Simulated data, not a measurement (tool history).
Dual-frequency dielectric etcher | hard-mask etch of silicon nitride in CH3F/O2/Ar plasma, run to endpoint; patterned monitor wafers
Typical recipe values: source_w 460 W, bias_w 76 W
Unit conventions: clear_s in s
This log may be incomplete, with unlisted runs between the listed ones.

run,hour,source_w,bias_w,wafers since the last listed run,hours since the last wet clean,hours since the last source power generator calibration,hours since the last bias power generator calibration,hours since the last upper electrode change,"incoming incoming film thickness, nm",clear_s
1,0,380,76,0,278,3559.1,3582.8,3604.5,36.97,54.6
2,13.9,380,76,115,291.9,3573,3596.7,3618.4,37.25,54.9
3,24.3,380,76,86,302.3,3583.4,3607.1,3628.8,36.81,54.6
4,40.8,380,64,137,318.8,3599.9,3623.6,3645.3,36.88,56.5
5,51.7,460,76,90,329.7,3610.8,3634.5,3656.2,37.2,49.6
# hour 92.2: upper electrode replaced
# hour 107.3: bias power generator calibrated
# hour 113.9: wet clean of the chamber
6,114.4,460,69,233,0.5,3673.5,7.1,22.2,37.17,54.1
7,114.7,460,69,2,0.8,3673.8,7.4,22.5,37.38,53.7
8,115.1,460,76,3,1.2,3674.2,7.8,22.9,36.52,51.8
9,115.4,570,86,2,1.5,3674.5,8.1,23.2,37.43,46.6
10,122.2,360,58,56,8.3,3681.3,14.9,30,37.18,62.2
11,129.7,460,76,62,15.8,3688.8,22.4,37.5,36.85,52.1
12,137.2,360,65,62,23.3,3696.3,29.9,45,37.3,60.2
# hour 145.2: source power generator calibrated
13,147.4,550,68,51,33.5,2.2,40.1,55.2,36.73,48.4
14,160.4,360,58,107,46.5,15.2,53.1,68.2,36.92,61.4
15,169.8,580,76,78,55.9,24.6,62.5,77.6,36.67,45.9
16,181.1,460,82,93,67.2,35.9,73.8,88.9,36.95,50.8

What does the tool deliver on the next run?
17,188.8,400,76,63,74.9,43.6,81.5,96.6,36.72,?

Run 17 measured clear_s 55.3 s.
With the hidden condition absent and the run-to-run variation left alone, this run would have shown clear_s 55.6 s.
